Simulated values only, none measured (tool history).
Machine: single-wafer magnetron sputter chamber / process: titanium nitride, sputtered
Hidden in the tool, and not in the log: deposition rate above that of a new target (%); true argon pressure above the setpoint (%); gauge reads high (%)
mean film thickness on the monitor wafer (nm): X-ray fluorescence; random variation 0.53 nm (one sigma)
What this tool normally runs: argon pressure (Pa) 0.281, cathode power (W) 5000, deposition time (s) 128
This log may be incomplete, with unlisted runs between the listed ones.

| run | hour | argon pressure (Pa) | cathode power (W) | deposition time (s) | wafers since the last listed run | wafers on the sputter target | hours since the last manometer calibration | hours since the magnet pack was replaced | hours since the gauge calibration | read-back reference wafer on the same gauge, thickness_nm | mean film thickness on the monitor wafer (nm) |
|---|---|---|---|---|---|---|---|---|---|---|---|
| 1 | 0 | 0.281 | 5000 | 147 | 0 | 8961 | 1694.2 | 10000.2 | 468.9 | 120.924 | 138.978 |
|  | 75.9 | sputter target and shields replaced |
| 2 | 76.4 | 0.281 | 5000 | 128 | 867 | 5 | 1770.6 | 10076.6 | 545.3 | 120.988 | 125.018 |
| 3 | 114.3 | 0.281 | 5000 | 128 | 480 | 486 | 1808.5 | 10114.5 | 583.2 | 121.064 | 123.98 |
| 4 | 196.4 | 0.281 | 5000 | 128 | 1041 | 1527 | 1890.6 | 10196.6 | 665.3 | 120.875 | 123.905 |
| 5 | 234.3 | 0.281 | 5300 | 128 | 480 | 2008 | 1928.5 | 10234.5 | 703.2 | 120.887 | 131.972 |
| 6 | 271.3 | 0.233 | 5000 | 128 | 469 | 2477 | 1965.5 | 10271.5 | 740.2 | 121.037 | 126.762 |
| 7 | 375.4 | 0.281 | 5000 | 128 | 1320 | 3798 | 2069.6 | 10375.6 | 844.3 | 121.129 | 123.921 |
| 8 | 432.9 | 0.241 | 5000 | 128 | 729 | 4527 | 2127.1 | 10433.1 | 901.8 | 121.06 | 125.07 |
|  | 448.8 | capacitance manometer re-zeroed and calibrated |
| 9 | 500 | 0.241 | 5000 | 128 | 749 | 5277 | 51.2 | 10500.2 | 968.9 | 120.895 | 124.611 |
| 10 | 537 | 0.281 | 5000 | 128 | 469 | 5746 | 88.2 | 10537.2 | 1005.9 | 121.161 | 123.107 |
| 11 | 620.8 | 0.281 | 5000 | 128 | 1062 | 6809 | 172 | 10621 | 1089.7 | 120.975 | 122.889 |
| 12 | 683.1 | 0.281 | 4300 | 103 | 790 | 7599 | 234.3 | 10683.3 | 1152 | 120.851 | 84.386 |
| 13 | 744 | 0.373 | 5950 | 107 | 772 | 8371 | 295.2 | 10744.2 | 1212.9 | 120.935 | 118.419 |
|  | 802.1 | sputter target and shields replaced |
| 14 | 809.4 | 0.281 | 5300 | 128 | 728 | 92 | 360.6 | 10809.6 | 1278.3 | 121.154 | 131.24 |
| 15 | 846.2 | 0.38 | 5000 | 114 | 466 | 559 | 397.4 | 10846.4 | 1315.1 | 120.93 | 107.452 |
| 16 | 1158.6 | 0.281 | 4100 | 117 | 3962 | 4521 | 709.8 | 11158.8 | 1627.5 | 120.948 | 92.078 |
| 17 | 1260.8 | 0.392 | 4200 | 136 | 1296 | 5817 | 812 | 11261 | 1729.7 | 121.012 | 106.079 |
| 18 | 1307.1 | 0.234 | 3950 | 153 | 587 | 6404 | 858.3 | 11307.3 | 1776 | 120.98 | 118.017 |
| 19 | 1379.6 | 0.281 | 5000 | 128 | 919 | 7324 | 930.8 | 11379.8 | 1848.5 | 121.068 | 122.114 |
|  | 1415.4 | sputter target and shields replaced |
| 20 | 1482.3 | 0.234 | 3950 | 153 | 1201 | 848 | 1033.5 | 11482.5 | 1951.2 | 121.047 | 118.737 |
| 21 | 1531.5 | 0.219 | 4450 | 152 | 624 | 1472 | 1082.7 | 11531.7 | 2000.4 | 121.002 | 133.533 |
| 22 | 1571.8 | 0.281 | 5000 | 128 | 511 | 1983 | 1123 | 11572 | 2040.7 | 120.984 | 123.959 |
| 23 | 1620.4 | 0.281 | 4650 | 128 | 616 | 2599 | 1171.6 | 11620.6 | 2089.3 | 121.004 | 115.269 |
| 24 | 1723.1 | 0.281 | 5000 | 128 | 1302 | 3902 | 1274.3 | 11723.3 | 2192 | 120.931 | 123.23 |
|  | 1750.4 | gauge calibrated |
| 25 | 1766.1 | 0.281 | 5000 | 128 | 545 | 4447 | 1317.3 | 11766.3 | 15.7 | 120.891 | 123.4 |
|  | 1798.9 | magnet pack replaced |
| 26 | 1807.7 | 0.241 | 4300 | 143 | 426 | 4873 | 1358.9 | 8.8 | 57.3 | 120.968 | 119.92 |
| 27 | 1887.8 | 0.219 | 4450 | 152 | 1015 | 5889 | 1439 | 88.9 | 137.4 | 120.943 | 131.992 |
| 28 | 1977.9 | 0.281 | 5000 | 128 | 1142 | 7032 | 1529.1 | 179 | 227.5 | 120.956 | 122.658 |
|  | 2046.6 | sputter target and shields replaced |
| 29 | 2056.1 | 0.356 | 5000 | 122 | 890 | 120 | 1607.3 | 257.2 | 305.7 | 120.958 | 116.483 |
| 30 | 2110.3 | 0.281 | 5000 | 128 | 687 | 807 | 1661.5 | 311.4 | 359.9 | 120.892 | 123.815 |
|  | 2190.6 | capacitance manometer re-zeroed and calibrated |
| 31 | 2214.6 | 0.203 | 4250 | 143 | 1221 | 2029 | 24 | 415.7 | 464.2 | 121.058 | 120.626 |
| 32 | 2322.2 | 0.311 | 5500 | 128 | 1364 | 3393 | 131.6 | 523.3 | 571.8 | 121.104 | 134.589 |
| 33 | 2396.7 | 0.281 | 5000 | 114 | 944 | 4338 | 206.1 | 597.8 | 646.3 | 120.98 | 110.394 |
| 34 | 2461 | 0.203 | 4500 | 108 | 815 | 5154 | 270.4 | 662.1 | 710.6 | 120.941 | 95.394 |
| 35 | 2538.7 | 0.281 | 5000 | 128 | 985 | 6139 | 348.1 | 739.8 | 788.3 | 120.961 | 123 |

Alternative continuations, all from the tool just after run 35; predict every row:
| A | 2539.1 | 0.281 | 5000 | 148 | 5 | 6144 | 348.5 | 740.2 | 788.7 | ? | ? |
| B | 2539.1 | 0.359 | 4050 | 128 | 5 | 6144 | 348.5 | 740.2 | 788.7 | ? | ? |
| C | 2539.1 | 0.281 | 4100 | 105 | 5 | 6144 | 348.5 | 740.2 | 788.7 | ? | ? |

| run | read-back reference wafer on the same gauge, thickness_nm | mean film thickness on the monitor wafer (nm) |
|---|---|---|
| A | 121.004 | 141.456 |
| B | 121.004 | 96.835 |
| C | 121.004 | 82.293 |
What these runs would have given with no unlogged condition in the tool:
| run | mean film thickness on the monitor wafer (nm) |
|---|---|
| A | 143.529 |
| B | 98.254 |
| C | 83.499 |

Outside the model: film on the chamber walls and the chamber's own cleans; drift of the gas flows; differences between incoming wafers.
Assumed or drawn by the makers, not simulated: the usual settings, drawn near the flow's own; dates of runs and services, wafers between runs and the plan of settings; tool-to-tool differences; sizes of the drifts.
